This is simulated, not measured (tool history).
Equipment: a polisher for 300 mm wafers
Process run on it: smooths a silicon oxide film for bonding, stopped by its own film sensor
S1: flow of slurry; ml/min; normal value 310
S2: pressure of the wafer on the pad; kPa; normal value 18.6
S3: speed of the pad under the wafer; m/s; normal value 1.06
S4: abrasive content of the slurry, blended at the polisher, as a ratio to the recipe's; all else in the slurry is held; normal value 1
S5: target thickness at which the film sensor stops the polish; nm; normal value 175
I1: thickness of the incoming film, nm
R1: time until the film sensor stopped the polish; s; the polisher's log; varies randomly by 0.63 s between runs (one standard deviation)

run   hour   S1    S2    S3    S4   S5     I1    R1
  1      0  310  18.6  1.06     1  175    211  43.2
  2   23.5  310  18.6  1.06     1  175  212.3  44.9
  3   52.4  310  18.6  1.06  0.75  175  209.9  45.6
  4   79.5  310  18.6  1.06  0.75  175  209.8  45.6
  5  104.1  310  18.6  1.06  0.75  175  212.4  50.1
     120.6  -- worn pad replaced by a new one
  6  121.1  310  17.2  1.06     1  175  209.2  47.8
  7  133.9  310  17.2  1.06     1  175  209.7  47.5
  8  168.6  365  18.6  1.06     1  175  208.8  43.2
  9  186.8  350  18.6  1.06     1  175  206.9  43.3
 10  221.4  350  18.6  1.06     1  175  209.9  46.6
     274.5  -- worn pad replaced by a new one, repeated, since the last time left the tool worse
     292.1  -- slurry blender recalibrated
     296.5  -- slurry nozzle cleaned
 11  327.9  350  18.6  1.06     1  175  207.8  39.3
 12  358.5  310  22.8  1.06     1  175  210.5    34
 13  378.6  265  18.6  1.06     1  175    212    44
 14  394.6  310  18.6  1.22  0.85  175  212.7  42.4

Run 15 is up next; what results do you expect?
 15  410.5  310  21.4  0.72  1.1  184  209.6   ?

Run 15 came out at R1 36 s.
Minus the tool's unlogged condition, the same run would have read R1 34.1 s.
